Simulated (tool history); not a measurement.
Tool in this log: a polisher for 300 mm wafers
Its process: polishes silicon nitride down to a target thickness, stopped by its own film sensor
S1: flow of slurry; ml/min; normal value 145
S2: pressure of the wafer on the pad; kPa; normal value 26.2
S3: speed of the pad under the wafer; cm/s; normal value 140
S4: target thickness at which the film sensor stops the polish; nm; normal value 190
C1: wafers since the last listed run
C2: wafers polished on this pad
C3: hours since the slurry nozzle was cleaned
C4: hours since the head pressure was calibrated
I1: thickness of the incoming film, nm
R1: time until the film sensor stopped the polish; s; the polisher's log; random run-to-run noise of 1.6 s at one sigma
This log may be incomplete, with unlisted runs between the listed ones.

run 1 day=0 | S1=115 S2=26.2 S3=140 S4=190 | C1=0 C2=4279 C3=680.4 C4=532.5 | I1=384.7 | R1=94.9
run 2 day=1.642 | S1=115 S2=26.2 S3=140 S4=190 | C1=480 C2=4760 C3=719.8 C4=571.9 | I1=376.8 | R1=94.2
-- day=9.067 head pressure recalibrated
run 3 day=9.371 | S1=145 S2=26.2 S3=140 S4=190 | C1=2239 C2=6999 C3=905.3 C4=7.3 | I1=386.1 | R1=97.8
-- day=10.692 slurry nozzle cleaned
run 4 day=13.154 | S1=180 S2=26.2 S3=140 S4=168 | C1=1095 C2=8095 C3=59.1 C4=98.1 | I1=381.6 | R1=90.5
-- day=15.262 worn pad replaced by a new one
run 5 day=16.888 | S1=180 S2=26.2 S3=140 S4=168 | C1=1044 C2=476 C3=148.7 C4=187.7 | I1=381.1 | R1=89.3
run 6 day=21.346 | S1=180 S2=26.2 S3=140 S4=168 | C1=1305 C2=1781 C3=255.7 C4=294.7 | I1=376.5 | R1=87.1
run 7 day=23.338 | S1=145 S2=26.2 S3=140 S4=190 | C1=583 C2=2365 C3=303.5 C4=342.5 | I1=375.1 | R1=82.1
run 8 day=25.85 | S1=145 S2=26.2 S3=140 S4=190 | C1=735 C2=3101 C3=363.8 C4=402.8 | I1=377.7 | R1=83.1
run 9 day=27.9 | S1=145 S2=26.2 S3=140 S4=190 | C1=600 C2=3701 C3=413 C4=452 | I1=378.2 | R1=86.6
run 10 day=41.304 | S1=145 S2=26.2 S3=140 S4=216 | C1=3925 C2=7627 C3=734.7 C4=773.7 | I1=375.4 | R1=76.2
-- day=41.896 worn pad replaced by a new one, of another model than before
run 11 day=45.238 | S1=145 S2=26.2 S3=140 S4=216 | C1=1103 C2=978 C3=829.1 C4=868.1 | I1=377.1 | R1=76
-- day=45.329 slurry nozzle cleaned
run 12 day=49.575 | S1=145 S2=26.2 S3=140 S4=216 | C1=1258 C2=2236 C3=101.9 C4=972.2 | I1=383.3 | R1=72.1
-- day=50.112 head pressure recalibrated
run 13 day=52.3 | S1=145 S2=26.2 S3=140 S4=190 | C1=773 C2=3010 C3=167.3 C4=52.5 | I1=377.5 | R1=79.2
run 14 day=56.542 | S1=145 S2=26.2 S3=140 S4=190 | C1=1242 C2=4252 C3=269.1 C4=154.3 | I1=378 | R1=81.5
run 15 day=58.696 | S1=145 S2=26.2 S3=140 S4=190 | C1=630 C2=4883 C3=320.8 C4=206 | I1=383 | R1=83.5
run 16 day=61.271 | S1=170 S2=26.2 S3=140 S4=190 | C1=754 C2=5637 C3=382.6 C4=267.8 | I1=382 | R1=83.8
run 17 day=63.717 | S1=195 S2=26.2 S3=118 S4=190 | C1=716 C2=6354 C3=441.3 C4=326.5 | I1=384.9 | R1=102.5
run 18 day=66.046 | S1=145 S2=26.2 S3=128 S4=217 | C1=682 C2=7036 C3=497.2 C4=382.4 | I1=380.3 | R1=80.2
run 19 day=67.658 | S1=145 S2=26.2 S3=140 S4=240 | C1=472 C2=7508 C3=535.9 C4=421.1 | I1=384.9 | R1=65.7
-- day=73.783 worn pad replaced by a new one
run 20 day=77.65 | S1=125 S2=20.7 S3=172 S4=229 | C1=2877 C2=1132 C3=775.7 C4=660.9 | I1=378.8 | R1=68
run 21 day=81.671 | S1=145 S2=26.2 S3=176 S4=190 | C1=1177 C2=2309 C3=872.2 C4=757.4 | I1=376.6 | R1=71.1
run 22 day=85.679 | S1=145 S2=26.2 S3=140 S4=190 | C1=1173 C2=3483 C3=968.4 C4=853.6 | I1=379.4 | R1=93.6
-- day=87.392 head pressure recalibrated
-- day=87.442 slurry nozzle cleaned
run 23 day=87.462 | S1=145 S2=26.2 S3=140 S4=190 | C1=485 C2=3969 C3=0.5 C4=1.7 | I1=382.6 | R1=84.7
run 24 day=91.775 | S1=145 S2=26.2 S3=140 S4=190 | C1=1263 C2=5232 C3=104 C4=105.2 | I1=376 | R1=80.5
run 25 day=93.529 | S1=145 S2=26.2 S3=160 S4=190 | C1=513 C2=5746 C3=146.1 C4=147.3 | I1=376.5 | R1=71.2
run 26 day=97.071 | S1=145 S2=26.2 S3=140 S4=190 | C1=1037 C2=6783 C3=231.1 C4=232.3 | I1=384.3 | R1=85.4
-- day=100.225 worn pad replaced by a new one
run 27 day=101.533 | S1=100 S2=26.2 S3=140 S4=190 | C1=1258 C2=382 C3=338.2 C4=339.4 | I1=373.4 | R1=82.4
run 28 day=105.529 | S1=145 S2=26.2 S3=140 S4=216 | C1=1170 C2=1553 C3=434.1 C4=435.3 | I1=386.1 | R1=77.3
run 29 day=109.4 | S1=130 S2=30.3 S3=182 S4=190 | C1=1133 C2=2687 C3=527 C4=528.2 | I1=381.8 | R1=59.9
run 30 day=111.625 | S1=175 S2=20.7 S3=156 S4=154 | C1=651 C2=3338 C3=580.4 C4=581.6 | I1=387.5 | R1=108.5
run 31 day=115.796 | S1=145 S2=32.4 S3=140 S4=190 | C1=1221 C2=4560 C3=680.5 C4=681.7 | I1=372.5 | R1=71.4
run 32 day=117.575 | S1=145 S2=26.2 S3=162 S4=190 | C1=521 C2=5081 C3=723.2 C4=724.4 | I1=385.1 | R1=78.1
-- day=120.275 head pressure recalibrated
run 33 day=120.738 | S1=145 S2=26.2 S3=140 S4=190 | C1=901 C2=5983 C3=799.1 C4=11.1 | I1=380.1 | R1=89.8
run 34 day=124.371 | S1=115 S2=26.2 S3=140 S4=231 | C1=1064 C2=7047 C3=886.3 C4=98.3 | I1=374.2 | R1=70.9
-- day=126.962 slurry nozzle cleaned
run 35 day=127.467 | S1=145 S2=26.2 S3=184 S4=171 | C1=894 C2=7941 C3=12.1 C4=172.6 | I1=379.5 | R1=68.5
run 36 day=130.854 | S1=170 S2=18.6 S3=168 S4=126 | C1=992 C2=8934 C3=93.4 C4=253.9 | I1=385.7 | R1=119.1

Give the tool's hidden conditions for every run:
removal rate lost through wear of the pad, %: 0 across all the runs
deviation of the head's pressure from its setpoint, %: 0 across all the runs
H1: slurry flow missing at the pad, %
run=1 H1=24.1
run=2 H1=27
run=3 H1=42.4
run=4 H1=3.74
run=5 H1=4.7
run=6 H1=6.92
run=7 H1=8.28
run=8 H1=10.3
run=9 H1=12.3
run=10 H1=31.2
run=11 H1=38.8
run=12 H1=4.11
run=13 H1=5.02
run=14 H1=7.29
run=15 H1=8.85
run=16 H1=11.1
run=17 H1=13.6
run=18 H1=16.2
run=19 H1=18.3
run=20 H1=34.4
run=21 H1=42.5
run=22 H1=51.6
run=23 H1=3.03
run=24 H1=3.58
run=25 H1=4.12
run=26 H1=5.76
run=27 H1=8.89
run=28 H1=12.7
run=29 H1=17.3
run=30 H1=20.3
run=31 H1=26.7
run=32 H1=29.8
run=33 H1=35.7
run=34 H1=43.3
run=35 H1=4.7
run=36 H1=5.14
